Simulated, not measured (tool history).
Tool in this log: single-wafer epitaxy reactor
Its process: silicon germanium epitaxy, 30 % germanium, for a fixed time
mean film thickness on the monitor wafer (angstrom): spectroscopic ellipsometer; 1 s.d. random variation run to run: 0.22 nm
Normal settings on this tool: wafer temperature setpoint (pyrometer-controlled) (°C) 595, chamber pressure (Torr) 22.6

run     day  wafer temperature setpoint (pyrometer-controlled) (°C)  chamber pressure (Torr)  wafers since the last listed run  hours since the last pyrometer calibration  hours since the last manometer calibration  hours since the showerhead was replaced  hours since the gauge calibration  read-back reference wafer on the same gauge, thickness_nm  mean film thickness on the monitor wafer (angstrom)
  1       0                                                     585                     23.9                                 0                                       704.5                                        1653                                   6698.4                              329.9                                                     51.825                                               470.99
  2   3.438                                                     602                     22.6                               825                                         787                                      1735.5                                   6780.9                              412.4                                                     51.839                                               661.36
  3   7.796                                                     595                     22.6                              1046                                       891.6                                      1840.1                                   6885.5                                517                                                     51.892                                               574.97
  4   9.379                                                     595                     22.6                               380                                       929.6                                      1878.1                                   6923.5                                555                                                     51.743                                               573.01
  5  11.083                                                     595                     22.6                               409                                       970.5                                        1919                                   6964.4                              595.9                                                     51.835                                               575.43
     20.767  -- pyrometer calibrated
  6  20.788                                                     601                     24.9                              2249                                         0.5                                      2151.9                                   7197.3                              828.8                                                      51.79                                               662.94
  7      24                                                     595                     26.7                               771                                        77.6                                        2229                                   7274.4                              905.9                                                     51.707                                               602.92
     25.479  -- gauge calibrated
  8  26.696                                                     595                     26.7                               647                                       142.3                                      2293.7                                   7339.1                               29.2                                                     51.821                                               604.49
     28.221  -- capacitance manometer re-zeroed and calibrated
  9  28.267                                                     595                     26.7                               297                                         180                                         1.1                                   7376.8                               66.9                                                     51.833                                               583.57
 10  31.775                                                     588                       26                               842                                       264.2                                        85.3                                     7461                              151.1                                                     51.878                                               502.99
 11  35.525                                                     607                     20.7                               900                                       354.2                                       175.3                                     7551                              241.1                                                     51.766                                                693.4

Predict the results of run 12:
 12  37.162                                                     595                     26.7                               393                                       393.5                                       214.6                                   7590.3                              280.4                                                          ?                                                    ?

Logged for run 12: read-back reference wafer on the same gauge, thickness_nm 51.74, mean film thickness on the monitor wafer (angstrom) 593.88.
Take away the tool's hidden state, keep the run-to-run variation as it was, and the same run would have given mean film thickness on the monitor wafer (angstrom) 587.23.
